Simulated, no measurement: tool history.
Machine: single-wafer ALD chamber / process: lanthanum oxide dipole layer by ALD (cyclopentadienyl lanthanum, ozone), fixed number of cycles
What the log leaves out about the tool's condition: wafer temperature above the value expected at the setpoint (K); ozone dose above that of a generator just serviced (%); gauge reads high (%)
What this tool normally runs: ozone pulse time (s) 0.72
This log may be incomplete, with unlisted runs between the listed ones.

run	hour	ozone pulse time (s)	wafers since the last listed run	hours since the last thermocouple change	hours since the last ozone generator service	hours since the showerhead was replaced	hours since the gauge calibration	read-back reference wafer on the same gauge, thickness_nm	mean film thickness on the monitor wafer (nm)
1	0	0.72	0	1223.1	1075.1	3752.7	8.9	0.396	0.429
2	14.3	0.72	293	1237.4	1089.4	3767	23.2	0.396	0.429
3	53.8	0.72	811	1276.9	1128.9	3806.5	62.7	0.396	0.43
4	62.9	0.64	186	1286	1138	3815.6	71.8	0.396	0.391
5	71.3	0.64	172	1294.4	1146.4	3824	80.2	0.396	0.391
6	81.1	0.81	201	1304.2	1156.2	3833.8	90	0.396	0.462
7	88.3	0.56	147	1311.4	1163.4	3841	97.2	0.396	0.34
8	103.8	0.55	318	1326.9	1178.9	3856.5	112.7	0.396	0.334
9	116.2	0.55	254	1339.3	1191.3	3868.9	125.1	0.396	0.33
# hour 129.1: showerhead replaced
10	129.6	0.55	110	1352.7	1204.7	0.5	138.5	0.395	0.332
11	139.9	0.72	211	1363	1215	10.8	148.8	0.396	0.431
12	145.9	0.72	123	1369	1221	16.8	154.8	0.396	0.43
13	153.1	0.72	147	1376.2	1228.2	24	162	0.396	0.429
# hour 163.1: thermocouple changed; heater temperature recalibrated
14	170.2	0.51	186	7.1	1245.3	41.1	179.1	0.396	0.297
15	181.2	0.51	226	18.1	1256.3	52.1	190.1	0.396	0.299
16	196.2	0.49	308	33.1	1271.3	67.1	205.1	0.396	0.277
17	213.3	0.95	351	50.2	1288.4	84.2	222.2	0.396	0.507
18	225.7	0.46	254	62.6	1300.8	96.6	234.6	0.395	0.249
# hour 244.3: ozone generator serviced
19	244.8	0.92	228	81.7	0.5	115.7	253.7	0.396	0.497
20	247.7	0.72	59	84.6	3.4	118.6	256.6	0.396	0.431
21	253.9	0.97	127	90.8	9.6	124.8	262.8	0.396	0.505
22	259.9	0.82	123	96.8	15.6	130.8	268.8	0.396	0.468
23	269.9	0.88	205	106.8	25.6	140.8	278.8	0.396	0.485
24	276	0.44	125	112.9	31.7	146.9	284.9	0.396	0.227
# hour 276.5: gauge calibrated
25	292.5	0.99	339	129.4	48.2	163.4	16	0.396	0.511
26	303.6	0.72	228	140.5	59.3	174.5	27.1	0.396	0.43
27	310.2	0.52	135	147.1	65.9	181.1	33.7	0.396	0.306
28	322.9	0.72	260	159.8	78.6	193.8	46.4	0.396	0.432
29	335.8	0.62	265	172.7	91.5	206.7	59.3	0.396	0.38
30	348.4	0.9	258	185.3	104.1	219.3	71.9	0.396	0.486
31	355.2	0.54	139	192.1	110.9	226.1	78.7	0.396	0.321
32	372.8	0.91	361	209.7	128.5	243.7	96.3	0.396	0.496
33	388.7	0.72	326	225.6	144.4	259.6	112.2	0.396	0.43
34	401.2	0.96	256	238.1	156.9	272.1	124.7	0.396	0.505

What if the next run were any one of these 5? Each begins from the tool's condition after run 34:
A	401.6	0.72	8	238.5	157.3	272.5	125.1	?	?
B	401.6	0.85	8	238.5	157.3	272.5	125.1	?	?
C	401.6	0.53	8	238.5	157.3	272.5	125.1	?	?
D	401.6	0.87	8	238.5	157.3	272.5	125.1	?	?
E	401.6	0.45	8	238.5	157.3	272.5	125.1	?	?

run	read-back reference wafer on the same gauge, thickness_nm	mean film thickness on the monitor wafer (nm)
A	0.396	0.432
B	0.396	0.479
C	0.396	0.315
D	0.396	0.484
E	0.396	0.24
The same runs, with their run-to-run variation unchanged, on a tool lacking any hidden condition would have given:
run	mean film thickness on the monitor wafer (nm)
A	0.432
B	0.479
C	0.315
D	0.484
E	0.24
